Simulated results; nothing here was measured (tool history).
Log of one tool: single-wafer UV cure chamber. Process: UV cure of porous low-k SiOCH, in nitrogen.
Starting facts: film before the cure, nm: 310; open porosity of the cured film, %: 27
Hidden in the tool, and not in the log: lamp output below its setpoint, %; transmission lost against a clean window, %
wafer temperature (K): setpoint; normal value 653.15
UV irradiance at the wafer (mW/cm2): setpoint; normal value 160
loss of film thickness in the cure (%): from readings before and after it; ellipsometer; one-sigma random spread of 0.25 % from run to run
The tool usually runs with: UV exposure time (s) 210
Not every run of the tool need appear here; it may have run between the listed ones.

run	hour	wafer temperature (K)	UV exposure time (s)	UV irradiance at the wafer (mW/cm2)	wafers since the last listed run	hours since the UV bulbs were replaced	wafers since the quartz window was cleaned	loss of film thickness in the cure (%)
1	0	653.15	210	160	0	447.9	1000	17.29
2	102	653.15	210	160	386	549.9	1386	17.445
3	151.3	653.15	115	160	186	599.2	1573	13.929
4	254.6	653.15	210	160	391	702.5	1964	17.787
# hour 319.9: quartz window cleaned
5	323.8	653.15	210	160	231	771.7	14	18.168
6	385	653.15	210	160	231	832.9	246	17.469
7	431.3	653.15	210	160	175	879.2	421	17.594
8	478.8	653.15	210	160	179	926.7	601	17.908
9	551.3	653.15	210	160	274	999.2	876	17.753
10	651.4	653.15	210	160	378	1099.3	1255	17.576
11	701	653.15	210	160	187	1148.9	1442	17.239
12	747.4	653.15	210	160	175	1195.3	1618	17.453
13	789.3	668.15	210	160	158	1237.2	1777	17.754
14	866.7	668.15	210	160	293	1314.6	2070	17.761
# hour 889.9: quartz window cleaned
15	914.7	653.15	210	160	151	1362.6	93	16.961
16	998.5	653.15	210	160	317	1446.4	411	16.674
17	1046	653.15	210	160	179	1493.9	591	16.271
18	1152.1	664.15	210	160	401	1600	992	16.643
19	1227.1	664.15	210	160	283	1675	1276	16.637
20	1318.6	653.15	210	130	346	1766.5	1623	15.399
21	1369.8	663.15	145	133	193	1817.7	1816	13.3
# hour 1478.6: quartz window cleaned, repeated, since the last time left the tool worse
22	1613.9	642.15	155	160	893	2061.8	512	15.712
23	1716.2	669.15	110	139	387	2164.1	899	13.096
24	1759.2	653.15	210	160	162	2207.1	1062	17.448
25	1818.3	653.15	170	190	223	2266.2	1286	17.699
26	2047.3	653.15	210	160	866	2495.2	2153	17.46
27	2133	638.15	105	193	324	2580.9	2477	13.86
# hour 2149.3: quartz window cleaned
# hour 2161: UV bulbs replaced
28	2174.7	653.15	210	160	97	13.7	65	17.523
29	2241.2	659.15	210	146	251	80.2	317	17.429
30	2339.8	653.15	85	180	373	178.8	690	13.028
31	2418.6	640.15	100	197	298	257.6	989	14.105
32	2474.2	637.15	155	189	210	313.2	1199	16.186
33	2543.8	668.15	300	160	263	382.8	1463	20.522
34	2598.6	667.15	260	199	207	437.6	1670	20.413
35	2683	672.15	210	148	319	522	1990	17.362
36	2788.4	653.15	315	137	399	627.4	2389	18.732
37	2832.4	653.15	85	160	166	671.4	2555	11.888
# hour 2862.9: quartz window cleaned
38	2928.1	653.15	210	160	332	767.1	246	17.858

How would selected steps in loss of film thickness in the cure (%) from run to run divide? Give the signed amount a tool lacking its hidden state would still show from settings, what came in and random variation, and the signed amount left for the hidden state, including any gauge scatter that is not in both of the compared results.
Run 4 -> 5: quartz window cleaned. loss of film thickness in the cure (%) +0.381: hidden state +0.581, all else -0.2.
Run 21 -> 22: wafer temperature (K) 663.15 -> 642.15, UV exposure time (s) 145 -> 155, UV irradiance at the wafer (mW/cm2) 133 -> 160, quartz window cleaned, repeated, since the last time left the tool worse. loss of film thickness in the cure (%) +2.412: hidden state +1.368, all else +1.044.
Run 27 -> 28: wafer temperature (K) 638.15 -> 653.15, UV exposure time (s) 105 -> 210, UV irradiance at the wafer (mW/cm2) 193 -> 160, quartz window cleaned, UV bulbs replaced. loss of film thickness in the cure (%) +3.663: hidden state +0.551, all else +3.112.
Run 29 -> 30: wafer temperature (K) 659.15 -> 653.15, UV exposure time (s) 210 -> 85, UV irradiance at the wafer (mW/cm2) 146 -> 180. loss of film thickness in the cure (%) -4.401: hidden state -0.13, all else -4.271.
Run 36 -> 37: UV exposure time (s) 315 -> 85, UV irradiance at the wafer (mW/cm2) 137 -> 160. loss of film thickness in the cure (%) -6.844: hidden state +0.057, all else -6.901.
Run 37 -> 38: UV exposure time (s) 85 -> 210, quartz window cleaned. loss of film thickness in the cure (%) +5.97: hidden state +0.419, all else +5.551.
